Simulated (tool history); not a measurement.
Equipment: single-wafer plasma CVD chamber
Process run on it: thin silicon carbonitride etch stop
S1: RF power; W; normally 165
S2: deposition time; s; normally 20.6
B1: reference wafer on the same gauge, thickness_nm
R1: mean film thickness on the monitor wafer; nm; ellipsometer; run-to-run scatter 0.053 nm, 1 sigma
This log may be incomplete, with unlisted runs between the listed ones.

run    hour   S1    S2      B1      R1
  1     0.0  165  20.6  11.610  12.450
  2    53.9  165  20.6  11.586  12.367
  3   111.3  165  20.6  11.600  12.385
  4   179.3  165  20.6  11.606  12.389
  5   221.5  165  20.6  11.603  12.370
  6   246.9  165  20.6  11.612  12.437
  7   283.8  165  20.6  11.593  12.441
  8   328.3  165  22.1  11.602  13.195
  9   434.6  165  20.6  11.597  12.399
 10   462.2  165  20.6  11.594  12.283
 11   511.8  165  20.6  11.596  12.325
 12   539.6  175  22.5  11.598  13.701
 13   577.0  175  22.5  11.603  13.593
 14   621.1  175  22.5  11.613  13.533
 15   653.7  150  20.6  11.603  11.955
      679.7  -- RF generator calibrated
 16   711.7  150  20.6  11.602  12.245
 17   751.2  155  24.0  11.597  14.329
 18   820.8  150  16.8  11.605   9.892
 19   997.2  165  23.8  11.608  14.403
     1035.9  -- thermocouple changed; heater temperature recalibrated
 20  1058.8  145  16.5  11.581   9.644
 21  1112.0  185  22.9  11.614  14.299
 22  1154.4  165  20.6  11.584  12.388
     1171.6  -- showerhead replaced
 23  1207.0  175  19.4  11.591  11.821
 24  1235.8  195  19.1  11.605  11.984
     1247.3  -- gauge calibrated
 25  1283.7  155  19.1  11.584  11.257
 26  1340.1  145  20.6  11.598  11.879
 27  1383.1  150  20.6  11.592  12.076
 28  1408.5  165  20.6  11.604  12.271
 29  1475.8  195  24.2  11.595  15.198
 30  1512.3  165  20.6  11.604  12.290
 31  1589.5  140  22.9  11.599  13.135
 32  1661.5  190  22.8  11.610  14.153

What would each run have given without the hidden state, its run-to-run variation left as it was?
The tool's hidden condition here consists of: wafer temperature above the value expected at the setpoint (K); delivered RF power above the setpoint (%); gauge reads high (%).
run      R1
  1  12.547
  2  12.476
  3  12.508
  4  12.529
  5  12.519
  6  12.594
  7  12.606
  8  13.382
  9  12.601
 10  12.490
 11  12.545
 12  13.953
 13  13.853
 14  13.804
 15  12.202
 16  12.275
 17  14.374
 18   9.937
 19  14.516
 20   9.731
 21  14.443
 22  12.523
 23  11.961
 24  12.133
 25  11.408
 26  12.051
 27  12.262
 28  12.465
 29  15.459
 30  12.511
 31  13.390
 32  14.449

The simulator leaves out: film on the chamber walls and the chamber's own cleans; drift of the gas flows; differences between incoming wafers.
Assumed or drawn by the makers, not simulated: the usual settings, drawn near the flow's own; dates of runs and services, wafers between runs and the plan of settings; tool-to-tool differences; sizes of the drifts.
